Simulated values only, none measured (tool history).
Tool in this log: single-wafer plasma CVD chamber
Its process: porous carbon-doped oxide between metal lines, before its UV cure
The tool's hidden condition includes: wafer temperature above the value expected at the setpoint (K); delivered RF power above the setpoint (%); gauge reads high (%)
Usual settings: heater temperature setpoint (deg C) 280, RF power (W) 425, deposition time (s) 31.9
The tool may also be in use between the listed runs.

run,day,heater temperature setpoint (deg C),RF power (W),deposition time (s),wafers since the last listed run,hours since the last thermocouple change,hours since the last RF generator calibration,hours since the showerhead was replaced,hours since the gauge calibration,"read-back reference wafer on the same gauge, thickness_nm",mean film thickness on the monitor wafer (angstrom)
1,0.000,280,425,31.9,0,1499.4,830.5,2914.7,646.5,201.932,1694.63
2,2.062,280,425,31.9,923,1548.9,880.0,2964.2,696.0,201.893,1684.64
3,4.054,290,425,31.9,891,1596.7,927.8,3012.0,743.8,201.763,1608.31
4,6.471,280,425,31.9,1081,1654.7,985.8,3070.0,801.8,201.897,1705.47
# day 8.338: thermocouple changed; heater temperature recalibrated
5,9.358,280,425,31.9,1143,24.5,1055.1,3139.3,871.1,202.239,1749.47
# day 12.350: showerhead replaced, of another model than before
6,14.642,280,425,31.9,2215,151.3,1181.9,55.0,997.9,201.993,1732.56
# day 15.550: RF generator calibrated
7,16.496,284,425,36.4,680,195.8,22.7,99.5,1042.4,201.962,1918.06
8,17.667,284,425,36.4,524,223.9,50.8,127.6,1070.5,201.906,1927.19
9,18.958,280,490,33.6,578,254.9,81.8,158.6,1101.5,202.070,1994.41
10,20.400,280,490,33.6,645,289.5,116.4,193.2,1136.1,201.834,1997.86
11,21.471,280,490,33.6,479,315.2,142.1,218.9,1161.8,202.149,1992.37
12,22.746,280,425,27.3,570,345.8,172.7,249.5,1192.4,201.917,1486.49
13,24.317,286,425,34.0,703,383.5,210.4,287.2,1230.1,201.950,1768.24
14,30.817,293,395,33.6,2909,539.5,366.4,443.2,1386.1,201.881,1591.17
15,32.650,286,425,31.9,820,583.5,410.4,487.2,1430.1,202.079,1673.04
16,35.238,280,425,31.9,1158,645.6,472.5,549.3,1492.2,202.197,1708.16
# day 37.042: gauge calibrated
17,37.975,274,390,29.5,1225,711.3,538.2,615.0,22.4,201.744,1536.87
18,40.812,270,505,37.3,1270,779.4,606.3,683.1,90.5,202.013,2357.26
19,43.512,276,380,31.9,1208,844.2,671.1,747.9,155.3,202.242,1623.66
20,46.308,268,455,28.5,1251,911.3,738.2,815.0,222.4,201.981,1714.29
21,48.996,280,425,31.9,1203,975.8,802.7,879.5,286.9,201.972,1707.45
22,51.525,288,380,29.8,1132,1036.5,863.4,940.2,347.6,201.911,1411.60
23,53.762,292,470,31.9,1001,1090.2,917.1,993.9,401.3,202.048,1705.92
24,56.133,280,375,31.9,1061,1147.1,974.0,1050.8,458.2,202.015,1573.23
25,58.188,280,425,31.9,919,1196.4,1023.3,1100.1,507.5,202.177,1709.74
26,59.950,284,425,36.4,788,1238.7,1065.6,1142.4,549.8,202.099,1893.49
27,61.504,280,425,38.2,695,1276.0,1102.9,1179.7,587.1,201.891,2035.22
# day 64.196: RF generator calibrated
28,64.392,280,425,35.5,1143,1345.3,4.7,1249.0,656.4,201.814,1885.65
29,67.167,280,425,31.9,1242,1411.9,71.3,1315.6,723.0,202.003,1699.56
30,68.262,286,390,31.9,490,1438.2,97.6,1341.9,749.3,202.024,1553.80
31,69.912,280,425,27.3,738,1477.8,137.2,1381.5,788.9,201.933,1460.07
32,71.171,290,380,30.0,563,1508.0,167.4,1411.7,819.1,202.071,1412.59
33,72.433,286,345,26.9,565,1538.3,197.7,1442.0,849.4,202.023,1204.04

Each row is a separate what-if for the run after 33, all from the same tool condition, not one after another. Results?
A,72.450,280,425,31.9,7,1538.7,198.1,1442.4,849.8,?,?
B,72.450,291,380,30.2,7,1538.7,198.1,1442.4,849.8,?,?
C,72.450,280,475,31.9,7,1538.7,198.1,1442.4,849.8,?,?
D,72.450,286,470,37.1,7,1538.7,198.1,1442.4,849.8,?,?
E,72.450,280,425,34.1,7,1538.7,198.1,1442.4,849.8,?,?

run,"read-back reference wafer on the same gauge, thickness_nm",mean film thickness on the monitor wafer (angstrom)
A,202.267,1698.98
B,202.267,1406.18
C,202.267,1830.21
D,202.267,2038.52
E,202.267,1812.72
Had the tool no hidden state, the same runs would have come out as:
run,mean film thickness on the monitor wafer (angstrom)
A,1743.66
B,1441.13
C,1878.34
D,2091.11
E,1860.39

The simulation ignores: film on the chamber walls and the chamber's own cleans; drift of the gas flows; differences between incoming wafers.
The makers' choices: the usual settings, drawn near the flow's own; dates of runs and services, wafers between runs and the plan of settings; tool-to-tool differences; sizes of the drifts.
